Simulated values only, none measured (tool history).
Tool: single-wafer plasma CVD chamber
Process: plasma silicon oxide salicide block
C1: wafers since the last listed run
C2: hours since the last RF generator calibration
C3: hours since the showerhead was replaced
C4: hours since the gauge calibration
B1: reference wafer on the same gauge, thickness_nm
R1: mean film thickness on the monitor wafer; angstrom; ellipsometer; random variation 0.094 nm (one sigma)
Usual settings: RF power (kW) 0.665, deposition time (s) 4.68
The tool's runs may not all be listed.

Run 1, hour 0.0: usual settings; C1 0; C2 1991.8; C3 8015.2; C4 53.0; B1 50.943. Result: R1 462.49 angstrom.
Run 2, hour 56.7: usual settings; C1 2748; C2 2048.5; C3 8071.9; C4 109.7; B1 50.858. Result: R1 463.00 angstrom.
Run 3, hour 123.4: usual settings; C1 3233; C2 2115.2; C3 8138.6; C4 176.4; B1 50.913. Result: R1 461.34 angstrom.
Run 4, hour 150.1: usual settings but deposition time (s) 5.12; C1 1294; C2 2141.9; C3 8165.3; C4 203.1; B1 50.947. Result: R1 506.45 angstrom.
Run 5, hour 193.5: usual settings but deposition time (s) 5.12; C1 2103; C2 2185.3; C3 8208.7; C4 246.5; B1 50.932. Result: R1 503.81 angstrom.
Run 6, hour 227.8: usual settings but RF power (kW) 0.620; C1 1662; C2 2219.6; C3 8243.0; C4 280.8; B1 50.893. Result: R1 450.18 angstrom.
Run 7, hour 273.0: usual settings but RF power (kW) 0.620; C1 2191; C2 2264.8; C3 8288.2; C4 326.0; B1 50.883. Result: R1 448.92 angstrom.
At hour 285.7: RF generator calibrated.
Run 8, hour 298.2: usual settings; C1 833; C2 12.5; C3 8313.4; C4 351.2; B1 50.873. Result: R1 476.82 angstrom.
Run 9, hour 357.7: usual settings but RF power (kW) 0.715, deposition time (s) 5.16; C1 2884; C2 72.0; C3 8372.9; C4 410.7; B1 50.878. Result: R1 539.09 angstrom.
Run 10, hour 399.7: usual settings but deposition time (s) 3.98; C1 2036; C2 114.0; C3 8414.9; C4 452.7; B1 50.899. Result: R1 404.18 angstrom.
At hour 410.5: gauge calibrated.
Run 11, hour 464.0: usual settings but deposition time (s) 5.12; C1 3117; C2 178.3; C3 8479.2; C4 53.5; B1 50.853. Result: R1 521.56 angstrom.
Run 12, hour 492.4: usual settings; C1 1376; C2 206.7; C3 8507.6; C4 81.9; B1 50.882. Result: R1 475.68 angstrom.
At hour 520.7: showerhead replaced.
Run 13, hour 521.2: usual settings but RF power (kW) 0.750, deposition time (s) 3.81; C1 1008; C2 235.5; C3 0.5; C4 110.7; B1 50.908. Result: R1 404.68 angstrom.
Run 14, hour 571.4: usual settings but RF power (kW) 0.590, deposition time (s) 4.17; C1 2433; C2 285.7; C3 50.7; C4 160.9; B1 50.974. Result: R1 403.14 angstrom.
Run 15, hour 612.3: usual settings; C1 1982; C2 326.6; C3 91.6; C4 201.8; B1 50.918. Result: R1 475.23 angstrom.
Run 16, hour 655.8: usual settings but deposition time (s) 3.95; C1 2108; C2 370.1; C3 135.1; C4 245.3; B1 50.897. Result: R1 400.43 angstrom.

How the hidden state differs across the entries between the runs, from the last listed run before each to the first after it:
Between runs 7 and 8: RF generator calibrated (hour 285.7)
  delivered RF power above the setpoint (%): -9.41 -> -1.04
  measured less the result without the state, R1: -17.27 -> -1.88 angstrom
Between runs 10 and 11: gauge calibrated (hour 410.5)
  delivered RF power above the setpoint (%): -1.42 -> -1.66
  measured less the result without the state, R1: -2.19 -> -3.31 angstrom
Between runs 12 and 13: showerhead replaced (hour 520.7)
  delivered RF power above the setpoint (%): -1.77 -> -1.88
  measured less the result without the state, R1: -3.22 -> -2.91 angstrom
